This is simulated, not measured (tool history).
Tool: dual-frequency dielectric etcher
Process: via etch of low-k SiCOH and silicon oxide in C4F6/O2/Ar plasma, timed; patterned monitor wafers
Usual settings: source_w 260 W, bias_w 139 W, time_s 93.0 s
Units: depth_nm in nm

run,hour,source_w,bias_w,time_s,wafers since the last listed run,hours since the last wet clean,hours since the last source power generator calibration,hours since the last bias power generator calibration,hours since the last upper electrode change,hours since the gauge calibration,"read-back reference wafer on the same gauge, depth_nm",depth_nm
1,0.0,260,139,93.0,0,83.7,2759.8,3012.0,4691.9,191.4,170.0,203.1
2,92.5,260,139,93.0,718,176.2,2852.3,3104.5,4784.4,283.9,170.0,201.8
3,133.1,260,139,93.0,315,216.8,2892.9,3145.1,4825.0,324.5,169.7,200.8
4,182.2,260,139,93.0,381,265.9,2942.0,3194.2,4874.1,373.6,170.1,201.0
5,262.3,260,139,83.0,622,346.0,3022.1,3274.3,4954.2,453.7,170.3,181.0
# hour 329.1: upper electrode replaced
6,329.6,260,139,83.0,336,413.3,3089.4,3341.6,0.5,521.0,170.2,182.8
7,363.7,260,139,93.0,265,447.4,3123.5,3375.7,34.6,555.1,170.0,205.1
# hour 432.4: gauge calibrated
8,457.5,260,110,115.0,729,541.2,3217.3,3469.5,128.4,25.1,169.9,231.8
9,529.9,260,107,93.0,562,613.6,3289.7,3541.9,200.8,97.5,170.3,185.3
# hour 579.5: source power generator calibrated
# hour 595.2: bias power generator calibrated
# hour 609.7: wet clean of the chamber
10,610.2,260,139,93.0,449,0.5,30.7,15.0,281.1,177.8,169.9,203.6
11,631.2,260,108,84.5,163,21.5,51.7,36.0,302.1,198.8,170.1,166.1
12,709.6,260,139,114.5,609,99.9,130.1,114.4,380.5,277.2,169.7,251.3
13,776.9,260,139,83.5,523,167.2,197.4,181.7,447.8,344.5,169.7,183.3
14,881.3,260,139,93.0,811,271.6,301.8,286.1,552.2,448.9,169.7,203.9
15,956.8,220,156,77.0,586,347.1,377.3,361.6,627.7,524.4,170.1,159.5

The same runs without the tool's hidden state, with the same run-to-run variation:
The hidden state here: etch rate over this chamber's usual, %; source power that arrives over what is set, %; bias power that arrives over what is set, %; gauge reads high (%).
run,depth_nm
1,202.8
2,200.8
3,199.6
4,199.5
5,179.1
6,180.5
7,202.3
8,228.0
9,181.8
10,203.1
11,165.6
12,249.9
13,181.9
14,201.6
15,157.3
